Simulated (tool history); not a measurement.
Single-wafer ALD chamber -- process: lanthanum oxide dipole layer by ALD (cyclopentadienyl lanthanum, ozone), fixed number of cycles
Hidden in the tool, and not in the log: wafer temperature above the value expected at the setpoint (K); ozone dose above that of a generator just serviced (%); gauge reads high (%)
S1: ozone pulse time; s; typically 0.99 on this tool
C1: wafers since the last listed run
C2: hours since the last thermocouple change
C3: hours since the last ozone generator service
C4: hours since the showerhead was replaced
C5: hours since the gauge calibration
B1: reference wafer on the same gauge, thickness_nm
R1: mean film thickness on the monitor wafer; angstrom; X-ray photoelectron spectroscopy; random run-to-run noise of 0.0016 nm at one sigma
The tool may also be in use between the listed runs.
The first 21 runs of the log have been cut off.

run,day,S1,C1,C2,C3,C4,C5,B1,R1
22,39.967,0.79,486,94.7,746,4260.1,302.9,0.457,4.9
23,42.762,1.32,700,161.8,813.1,4327.2,370,0.457,5.9
# day 44.917: showerhead replaced
24,45.521,1.18,607,228,879.3,14.5,436.2,0.457,5.71
25,47.858,0.72,585,284.1,935.4,70.6,492.3,0.457,4.63
26,49.346,0.76,372,319.8,971.1,106.3,528,0.457,4.77
27,50.592,0.82,311,349.7,1001,136.2,557.9,0.457,5
# day 51.196: ozone generator serviced
28,52.167,1.1,310,387.5,23.3,174,595.7,0.457,5.6
29,53.6,1.25,358,421.9,57.7,208.4,630.1,0.457,5.84
30,54.617,1.35,254,446.3,82.1,232.8,654.5,0.457,5.94
31,57.442,0.87,707,514.1,149.9,300.6,722.3,0.457,5.14
32,58.608,0.99,292,542.1,177.9,328.6,750.3,0.457,5.44
33,59.842,1.19,308,571.7,207.5,358.2,779.9,0.457,5.73
34,62.021,0.83,545,624,259.8,410.5,832.2,0.458,5.03

Forecast each of these 4 alternatives for the next run:
A,62.038,0.88,4,624.4,260.2,410.9,832.6,?,?
B,62.038,1.26,4,624.4,260.2,410.9,832.6,?,?
C,62.038,0.61,4,624.4,260.2,410.9,832.6,?,?
D,62.038,0.84,4,624.4,260.2,410.9,832.6,?,?

run,B1,R1
A,0.456,5.16
B,0.456,5.82
C,0.456,4.15
D,0.456,5.05
Without the tool's unlogged condition, the same runs would have read:
run,R1
A,5.16
B,5.82
C,4.15
D,5.05
